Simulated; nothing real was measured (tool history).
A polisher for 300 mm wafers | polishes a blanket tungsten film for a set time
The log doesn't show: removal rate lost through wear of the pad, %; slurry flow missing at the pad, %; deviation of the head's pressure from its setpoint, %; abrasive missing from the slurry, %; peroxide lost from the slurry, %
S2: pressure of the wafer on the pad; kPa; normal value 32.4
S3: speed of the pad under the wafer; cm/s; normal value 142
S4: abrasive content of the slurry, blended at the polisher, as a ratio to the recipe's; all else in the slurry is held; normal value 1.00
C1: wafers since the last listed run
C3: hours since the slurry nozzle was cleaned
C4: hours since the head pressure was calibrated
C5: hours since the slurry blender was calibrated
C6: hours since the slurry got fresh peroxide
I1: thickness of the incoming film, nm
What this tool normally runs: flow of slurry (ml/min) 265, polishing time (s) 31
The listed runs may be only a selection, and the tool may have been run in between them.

Run 1, hour 0.0: usual settings but S4 0.95; C1 0; wafers polished on this pad 217; C3 11.2; C4 1244.7; C5 276.7; C6 135.5; I1 1566.9. Result: film removed (nm) 246.5.
Run 2, hour 10.9: usual settings but S4 0.95; C1 125; wafers polished on this pad 343; C3 22.1; C4 1255.6; C5 287.6; C6 146.4; I1 1553.3. Result: film removed (nm) 243.5.
Run 3, hour 26.0: usual settings; C1 174; wafers polished on this pad 517; C3 37.2; C4 1270.7; C5 302.7; C6 161.5; I1 1555.9. Result: film removed (nm) 248.5.
At hour 40.2: head pressure recalibrated.
Run 4, hour 41.5: usual settings; C1 155; wafers polished on this pad 673; C3 52.7; C4 1.3; C5 318.2; C6 177.0; I1 1544.5. Result: film removed (nm) 244.0.
At hour 52.2: slurry tank refilled with fresh slurry and peroxide.
Run 5, hour 53.4: usual settings but S3 176 cm/s; C1 125; wafers polished on this pad 799; C3 64.6; C4 13.2; C5 330.1; C6 1.2; I1 1563.3. Result: film removed (nm) 297.6.
Run 6, hour 59.5: usual settings but S3 176 cm/s; C1 70; wafers polished on this pad 870; C3 70.7; C4 19.3; C5 336.2; C6 7.3; I1 1528.1. Result: film removed (nm) 296.7.
Run 7, hour 67.1: usual settings but S3 176 cm/s; C1 87; wafers polished on this pad 957; C3 78.3; C4 26.9; C5 343.8; C6 14.9; I1 1565.7. Result: film removed (nm) 297.0.
Run 8, hour 73.6: usual settings; C1 75; wafers polished on this pad 1033; C3 84.8; C4 33.4; C5 350.3; C6 21.4; I1 1556.3. Result: film removed (nm) 242.4.
Run 9, hour 89.8: usual settings; C1 187; wafers polished on this pad 1220; C3 101.0; C4 49.6; C5 366.5; C6 37.6; I1 1584.9. Result: film removed (nm) 242.5.
Run 10, hour 104.5: usual settings; C1 169; wafers polished on this pad 1389; C3 115.7; C4 64.3; C5 381.2; C6 52.3; I1 1571.3. Result: film removed (nm) 238.5.
At hour 112.2: worn pad replaced by a new one.
Run 11, hour 112.7: usual settings; C1 48; wafers polished on this pad 6; C3 123.9; C4 72.5; C5 389.4; C6 60.5; I1 1549.6. Result: film removed (nm) 248.4.
Run 12, hour 118.9: usual settings but S3 128 cm/s, S4 0.75, polishing time (s) 21; C1 71; wafers polished on this pad 77; C3 130.1; C4 78.7; C5 395.6; C6 66.7; I1 1542.0. Result: film removed (nm) 145.6.
Run 13, hour 129.4: usual settings but S3 94 cm/s, S4 1.25; C1 121; wafers polished on this pad 199; C3 140.6; C4 89.2; C5 406.1; C6 77.2; I1 1558.9. Result: film removed (nm) 180.4.
At hour 132.6: slurry blender recalibrated.
Run 14, hour 139.4: usual settings but S3 120 cm/s; C1 92; wafers polished on this pad 291; C3 150.6; C4 99.2; C5 6.8; C6 87.2; I1 1550.8. Result: film removed (nm) 213.1.
Run 15, hour 146.8: usual settings but S3 92 cm/s; C1 85; wafers polished on this pad 376; C3 158.0; C4 106.6; C5 14.2; C6 94.6; I1 1549.8. Result: film removed (nm) 167.8.
Run 16, hour 157.4: usual settings; C1 122; wafers polished on this pad 499; C3 168.6; C4 117.2; C5 24.8; C6 105.2; I1 1559.9. Result: film removed (nm) 248.1.
Run 17, hour 167.3: usual settings but S2 23.4 kPa; C1 114; wafers polished on this pad 613; C3 178.5; C4 127.1; C5 34.7; C6 115.1; I1 1582.4. Result: film removed (nm) 196.1.
Run 18, hour 180.3: usual settings; C1 150; wafers polished on this pad 763; C3 191.5; C4 140.1; C5 47.7; C6 128.1; I1 1552.6. Result: film removed (nm) 247.8.
Run 19, hour 189.9: usual settings but flow of slurry (ml/min) 320, S4 0.85; C1 110; wafers polished on this pad 874; C3 201.1; C4 149.7; C5 57.3; C6 137.7; I1 1547.0. Result: film removed (nm) 242.7.
At hour 202.1: slurry tank refilled with fresh slurry and peroxide.
At hour 229.6: slurry nozzle cleaned.
At hour 243.2: worn pad replaced by a new one.
Run 20, hour 243.7: usual settings but S4 1.25, polishing time (s) 24; C1 552; wafers polished on this pad 5; C3 14.1; C4 203.5; C5 111.1; C6 41.6; I1 1559.1. Result: film removed (nm) 204.2.
Run 21, hour 250.4: usual settings but flow of slurry (ml/min) 230; C1 77; wafers polished on this pad 83; C3 20.8; C4 210.2; C5 117.8; C6 48.3; I1 1552.6. Result: film removed (nm) 244.4.
Run 22, hour 258.3: usual settings; C1 91; wafers polished on this pad 174; C3 28.7; C4 218.1; C5 125.7; C6 56.2; I1 1576.7. Result: film removed (nm) 249.6.
Run 23, hour 270.3: usual settings but S2 37.2 kPa, S3 172 cm/s, S4 0.85; C1 138; wafers polished on this pad 313; C3 40.7; C4 230.1; C5 137.7; C6 68.2; I1 1575.8. Result: film removed (nm) 318.4.
Run 24, hour 284.3: usual settings; C1 161; wafers polished on this pad 474; C3 54.7; C4 244.1; C5 151.7; C6 82.2; I1 1562.7. Result: film removed (nm) 251.5.
Run 25, hour 291.1: usual settings but flow of slurry (ml/min) 340, S2 38.6 kPa, S3 128 cm/s, S4 1.30; C1 78; wafers polished on this pad 553; C3 61.5; C4 250.9; C5 158.5; C6 89.0; I1 1552.3. Result: film removed (nm) 281.1.
Run 26, hour 302.3: usual settings; C1 129; wafers polished on this pad 682; C3 72.7; C4 262.1; C5 169.7; C6 100.2; I1 1549.3. Result: film removed (nm) 248.9.
Run 27, hour 314.4: usual settings; C1 139; wafers polished on this pad 822; C3 84.8; C4 274.2; C5 181.8; C6 112.3; I1 1542.5. Result: film removed (nm) 244.6.

Alternative continuations, all from the tool just after run 27; predict every row:
Run A, hour 314.8: usual settings; C1 4; wafers polished on this pad 827; C3 85.2; C4 274.6; C5 182.2; C6 112.7; I1 1584.2. Result: film removed (nm) ?.
Run B, hour 314.8: usual settings but S2 26.2 kPa, S3 100 cm/s, S4 0.80; C1 4; wafers polished on this pad 827; C3 85.2; C4 274.6; C5 182.2; C6 112.7; I1 1584.2. Result: film removed (nm) ?.
Run C, hour 314.8: usual settings but S2 22.1 kPa, S3 176 cm/s; C1 4; wafers polished on this pad 827; C3 85.2; C4 274.6; C5 182.2; C6 112.7; I1 1584.2. Result: film removed (nm) ?.
Run D, hour 314.8: usual settings but polishing time (s) 39; C1 4; wafers polished on this pad 827; C3 85.2; C4 274.6; C5 182.2; C6 112.7; I1 1584.2. Result: film removed (nm) ?.

run  film removed (nm)
  A              246.3
  B              148.5
  C              230.0
  D              309.9
With the hidden condition removed and each run's random variation left untouched, the same runs would have given:
run  film removed (nm)
  A              249.4
  B              150.3
  C              232.9
  D              313.8

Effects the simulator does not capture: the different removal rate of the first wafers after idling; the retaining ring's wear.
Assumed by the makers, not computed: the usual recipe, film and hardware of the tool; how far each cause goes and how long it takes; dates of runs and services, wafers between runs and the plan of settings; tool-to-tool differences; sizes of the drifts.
